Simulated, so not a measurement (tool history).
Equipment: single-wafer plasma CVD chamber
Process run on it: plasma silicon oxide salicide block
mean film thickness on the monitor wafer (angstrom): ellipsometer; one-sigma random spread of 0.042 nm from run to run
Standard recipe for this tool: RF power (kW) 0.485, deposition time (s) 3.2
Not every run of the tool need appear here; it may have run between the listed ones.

| run | day | RF power (kW) | deposition time (s) | read-back reference wafer on the same gauge, thickness_nm | mean film thickness on the monitor wafer (angstrom) |
|---|---|---|---|---|---|
| 1 | 0 | 0.51 | 2.89 | 22.608 | 250.21 |
| 2 | 0.267 | 0.51 | 2.89 | 22.605 | 250.69 |
| 3 | 0.942 | 0.51 | 2.89 | 22.606 | 250.76 |
| 4 | 1.425 | 0.485 | 3.2 | 22.592 | 272.02 |
| 5 | 1.983 | 0.485 | 3.2 | 22.608 | 273.14 |
| 6 | 2.258 | 0.465 | 3.2 | 22.601 | 267.91 |
| 7 | 2.638 | 0.465 | 3.2 | 22.595 | 268.47 |
| 8 | 3.054 | 0.465 | 3.2 | 22.595 | 268.21 |
| 9 | 3.604 | 0.42 | 3.47 | 22.603 | 279.09 |
| 10 | 4.1 | 0.42 | 3.47 | 22.586 | 279.41 |
| 11 | 4.862 | 0.455 | 3.63 | 22.606 | 301.54 |
| 12 | 5.112 | 0.455 | 3.63 | 22.618 | 300.8 |
| 13 | 5.392 | 0.455 | 3.63 | 22.602 | 300.87 |
| 14 | 6.012 | 0.455 | 2.74 | 22.603 | 227.34 |
|  | 6.704 | showerhead replaced, of another model than before |
| 15 | 6.725 | 0.455 | 2.74 | 22.594 | 233.02 |
| 16 | 6.846 | 0.55 | 3.2 | 22.587 | 284.08 |

Run 17 is up next; what results do you expect?
| 17 | 7.117 | 0.485 | 3.2 | ? | ? |

{"run 17": {"read-back reference wafer on the same gauge, thickness_nm": 22.611, "mean film thickness on the monitor wafer (angstrom)": 275.44}}
On a tool with no hidden condition, and with the same random variation, this run would have come out at mean film thickness on the monitor wafer (angstrom) 281.28.
